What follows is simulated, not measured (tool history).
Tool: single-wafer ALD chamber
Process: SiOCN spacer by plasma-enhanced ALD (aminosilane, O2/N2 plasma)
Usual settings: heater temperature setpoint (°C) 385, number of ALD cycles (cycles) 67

run,hour,heater temperature setpoint (°C),number of ALD cycles (cycles),wafers since the last listed run,hours since the last thermocouple change,hours since the gauge calibration,"read-back reference wafer on the same gauge, thickness_nm",mean film thickness on the monitor wafer (Å)
1,0,380,76,0,2421.6,365.6,4.329,46.88
2,30.6,379,67,80,2452.2,396.2,4.321,41.41
3,52.8,385,67,58,2474.4,418.4,4.325,41.17
4,83.9,385,67,81,2505.5,449.5,4.324,41.28
5,129.9,385,63,120,2551.5,495.5,4.318,38.83
6,184.1,385,63,142,2605.7,549.7,4.313,38.65
7,224.6,379,63,106,2646.2,590.2,4.313,38.93
8,242.8,379,63,47,2664.4,608.4,4.313,38.53
9,263.3,379,63,53,2684.9,628.9,4.307,38.73
10,279,378,67,41,2700.6,644.6,4.312,41.09
11,306.1,378,67,71,2727.7,671.7,4.308,41.41
12,324.9,385,67,49,2746.5,690.5,4.308,41.19
13,349.7,385,67,65,2771.3,715.3,4.312,41.34
14,384.3,385,67,90,2805.9,749.9,4.31,41.25
15,439.5,385,67,144,2861.1,805.1,4.309,41.15
# hour 470.7: thermocouple changed; heater temperature recalibrated
16,471.6,394,70,63,0.9,837.2,4.307,43.2
17,489.1,385,67,45,18.4,854.7,4.305,41.09
18,514.2,399,67,65,43.5,879.8,4.307,40.99
19,535.4,373,77,55,64.7,901,4.304,47.39
# hour 544.3: gauge calibrated
20,561.2,373,61,67,90.5,16.9,4.38,38.12
21,589.2,395,60,73,118.5,44.9,4.375,37.63
22,612.8,391,75,61,142.1,68.5,4.371,46.66
23,646.2,392,75,87,175.5,101.9,4.366,46.8
24,676.2,385,67,78,205.5,131.9,4.357,41.69
25,688.5,385,67,32,217.8,144.2,4.355,41.74
26,722.9,372,62,90,252.2,178.6,4.352,38.57
27,748.5,372,58,67,277.8,204.2,4.345,36.1
28,763.3,385,67,38,292.6,219,4.347,41.64
29,798.7,393,62,92,328,254.4,4.341,38.24
30,817,392,67,47,346.3,272.7,4.337,41.42
31,848,391,58,81,377.3,303.7,4.332,35.86

4 ways to go on from here, each from the tool as it stands after run 31. What would each give?
A,848.5,385,72,1,377.8,304.2,?,?
B,848.5,373,62,1,377.8,304.2,?,?
C,848.5,389,55,1,377.8,304.2,?,?
D,848.5,395,79,1,377.8,304.2,?,?

run,"read-back reference wafer on the same gauge, thickness_nm",mean film thickness on the monitor wafer (Å)
A,4.333,44.59
B,4.333,38.39
C,4.333,34.06
D,4.333,48.92
Without the tool's hidden state the same runs would have given:
run,mean film thickness on the monitor wafer (Å)
A,45.05
B,38.8
C,34.42
D,49.43
